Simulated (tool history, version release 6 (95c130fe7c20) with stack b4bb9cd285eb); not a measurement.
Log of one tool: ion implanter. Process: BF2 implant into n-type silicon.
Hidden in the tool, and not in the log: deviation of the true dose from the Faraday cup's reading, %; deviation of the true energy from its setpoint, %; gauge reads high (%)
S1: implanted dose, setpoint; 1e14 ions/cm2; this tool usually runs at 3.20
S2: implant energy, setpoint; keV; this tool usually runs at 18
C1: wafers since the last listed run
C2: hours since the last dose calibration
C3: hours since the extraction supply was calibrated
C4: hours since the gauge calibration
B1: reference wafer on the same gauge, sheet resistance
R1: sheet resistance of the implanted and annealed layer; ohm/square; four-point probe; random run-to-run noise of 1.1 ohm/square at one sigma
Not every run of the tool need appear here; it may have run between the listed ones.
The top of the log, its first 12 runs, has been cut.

{"run": 13, "day": 13.188, "S1": 3.2, "S2": 18, "C1": 525, "C2": 949.5, "C3": 5008.9, "C4": 499.4, "B1": 400.04, "R1": 379.69}
{"run": 14, "day": 13.883, "S1": 3.2, "S2": 18, "C1": 297, "C2": 966.2, "C3": 5025.6, "C4": 516.1, "B1": 400.44, "R1": 376.63}
{"run": 15, "day": 15.267, "S1": 3.2, "S2": 18, "C1": 591, "C2": 999.4, "C3": 5058.8, "C4": 549.3, "B1": 400.22, "R1": 378.56}
{"day": 16.425, "done": "Faraday cup replaced and dose calibrated"}
{"run": 16, "day": 16.446, "S1": 3.2, "S2": 18, "C1": 361, "C2": 0.5, "C3": 5087.1, "C4": 577.6, "B1": 400.26, "R1": 376.41}
{"run": 17, "day": 16.838, "S1": 3.97, "S2": 15, "C1": 167, "C2": 9.9, "C3": 5096.5, "C4": 587.0, "B1": 399.84, "R1": 331.28}
{"run": 18, "day": 17.521, "S1": 2.43, "S2": 13, "C1": 292, "C2": 26.3, "C3": 5112.9, "C4": 603.4, "B1": 400.1, "R1": 496.71}
{"run": 19, "day": 18.854, "S1": 3.2, "S2": 18, "C1": 569, "C2": 58.3, "C3": 5144.9, "C4": 635.4, "B1": 399.59, "R1": 377.76}
{"run": 20, "day": 19.821, "S1": 3.2, "S2": 18, "C1": 413, "C2": 81.5, "C3": 5168.1, "C4": 658.6, "B1": 400.52, "R1": 379.09}

Run 21 has not been measured yet. What should we expect?
{"day": 20.179, "done": "gauge calibrated"}
{"day": 21.025, "done": "extraction supply calibrated"}
{"run": 21, "day": 21.046, "S1": 4.06, "S2": 21, "C1": 381, "C2": 110.9, "C3": 0.5, "C4": 20.8, "B1": "?", "R1": "?"}

{"run 21": {"B1": 399.73, "R1": 306.01}}
Had the tool carried no hidden state, the very same run would have given R1 306.01 ohm/square.

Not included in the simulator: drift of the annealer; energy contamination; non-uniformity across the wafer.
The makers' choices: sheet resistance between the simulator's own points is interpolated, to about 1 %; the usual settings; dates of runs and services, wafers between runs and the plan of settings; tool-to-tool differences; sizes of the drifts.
